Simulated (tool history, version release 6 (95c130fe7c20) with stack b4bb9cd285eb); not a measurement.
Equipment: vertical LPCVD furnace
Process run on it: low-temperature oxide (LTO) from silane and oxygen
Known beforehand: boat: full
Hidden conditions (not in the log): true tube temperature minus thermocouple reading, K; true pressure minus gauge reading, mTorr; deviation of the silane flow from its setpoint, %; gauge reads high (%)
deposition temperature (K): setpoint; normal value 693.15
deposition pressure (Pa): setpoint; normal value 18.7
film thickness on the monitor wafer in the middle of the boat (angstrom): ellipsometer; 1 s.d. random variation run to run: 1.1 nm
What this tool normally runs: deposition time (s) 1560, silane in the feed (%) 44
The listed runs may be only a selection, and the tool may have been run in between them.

run	hour	deposition temperature (K)	deposition pressure (Pa)	deposition time (s)	silane in the feed (%)	wafers since the last listed run	hours since the last temperature calibration	hours since the pressure gauge was zeroed	hours since the silane flow controller was replaced	hours since the gauge calibration	read-back reference wafer on the same gauge, thickness	film thickness on the monitor wafer in the middle of the boat (angstrom)
1	0.0	693.15	18.7	1560	44	0	997.3	579.2	4601.4	1459.4	199.99	2357.9
2	85.4	693.15	18.7	1560	44	1089	1082.7	664.6	4686.8	1544.8	199.74	2356.4
3	179.0	685.15	18.7	1560	46	1193	1176.3	758.2	4780.4	1638.4	199.65	2267.4
4	231.1	685.15	18.7	1560	46	664	1228.4	810.3	4832.5	1690.5	199.95	2289.0
5	334.9	693.15	18.7	1560	44	1324	1332.2	914.1	4936.3	1794.3	200.34	2365.9
6	412.3	693.15	18.7	1560	44	987	1409.6	991.5	5013.7	1871.7	199.96	2370.3
7	506.1	693.15	18.7	1110	44	1196	1503.4	1085.3	5107.5	1965.5	200.21	1688.9
8	549.8	693.15	18.7	1560	44	557	1547.1	1129.0	5151.2	2009.2	200.60	2383.9
9	616.5	693.15	18.7	1560	44	850	1613.8	1195.7	5217.9	2075.9	200.18	2374.4
# hour 701.2: gauge calibrated
10	701.7	693.15	18.7	1560	44	1086	1699.0	1280.9	5303.1	0.5	200.21	2365.2
# hour 732.5: silane flow controller replaced
11	748.3	693.15	18.7	1560	44	288	1745.6	1327.5	15.8	47.1	200.09	2369.4
12	811.8	693.15	18.7	2040	44	809	1809.1	1391.0	79.3	110.6	200.05	3091.0
13	885.8	693.15	18.7	1560	50	943	1883.1	1465.0	153.3	184.6	199.81	2657.7
14	927.0	696.15	18.7	2100	36	525	1924.3	1506.2	194.5	225.8	200.63	2667.6
15	1023.8	693.15	18.7	1560	44	1234	2021.1	1603.0	291.3	322.6	200.25	2393.2
16	1119.4	703.15	18.7	1380	44	1219	2116.7	1698.6	386.9	418.2	199.96	2342.0
17	1213.0	693.15	22.0	1560	50	1193	2210.3	1792.2	480.5	511.8	199.90	3136.2
# hour 1292.0: pressure gauge zeroed
18	1292.5	693.15	18.7	1560	44	707	2289.8	0.5	560.0	591.3	199.40	2311.9
19	1378.7	693.15	18.7	1140	44	1099	2376.0	86.7	646.2	677.5	200.24	1685.7
20	1482.2	693.15	14.7	2070	44	1320	2479.5	190.2	749.7	781.0	200.10	2407.1
# hour 1649.6: thermocouples replaced and temperature profile calibrated
21	1716.9	702.15	18.7	1560	50	2687	67.3	424.9	984.4	1015.7	199.74	2837.4
22	1756.4	699.15	14.7	1560	44	503	106.8	464.4	1023.9	1055.2	200.03	1934.2
23	1805.1	704.15	16.0	1560	44	621	155.5	513.1	1072.6	1103.9	200.12	2230.6
24	1894.1	693.15	18.7	1560	44	1135	244.5	602.1	1161.6	1192.9	200.00	2315.8
25	1970.9	704.15	18.7	1560	44	979	321.3	678.9	1238.4	1269.7	200.12	2595.1
26	2018.0	683.15	18.7	1920	37	600	368.4	726.0	1285.5	1316.8	199.75	2125.2
27	2111.3	693.15	18.7	1560	44	1190	461.7	819.3	1378.8	1410.1	199.76	2333.6
28	2148.1	693.15	18.7	1560	44	469	498.5	856.1	1415.6	1446.9	199.50	2336.2
29	2197.1	693.15	18.7	1560	44	625	547.5	905.1	1464.6	1495.9	199.77	2348.3
30	2295.5	690.15	18.7	1560	35	1255	645.9	1003.5	1563.0	1594.3	200.43	1752.8
31	2400.3	693.15	16.7	1560	44	1336	750.7	1108.3	1667.8	1699.1	200.40	2089.5

For each entry between runs, how does the tool's hidden state at the last listed run before it compare with that at the first listed run after it?
Logged between run 9 and run 10: gauge calibrated (hour 701.2)
  true pressure minus gauge reading, mTorr: 4.15 -> 4.37
  what was measured, less what the result would be without the hidden state, film thickness on the monitor wafer in the middle of the boat (angstrom): +68.5 -> +71.6
Logged between run 10 and run 11: silane flow controller replaced (hour 732.5)
  true pressure minus gauge reading, mTorr: 4.37 -> 4.48
  what was measured, less what the result would be without the hidden state, film thickness on the monitor wafer in the middle of the boat (angstrom): +71.6 -> +73.5
Logged between run 17 and run 18: pressure gauge zeroed (hour 1292.0)
  true pressure minus gauge reading, mTorr: 5.64 -> -0.156
  what was measured, less what the result would be without the hidden state, film thickness on the monitor wafer in the middle of the boat (angstrom): +103.6 -> -2.6
Logged between run 20 and run 21: thermocouples replaced and temperature profile calibrated (hour 1649.6)
  true pressure minus gauge reading, mTorr: 0.316 -> 0.899
  what was measured, less what the result would be without the hidden state, film thickness on the monitor wafer in the middle of the boat (angstrom): +6.9 -> +18.1
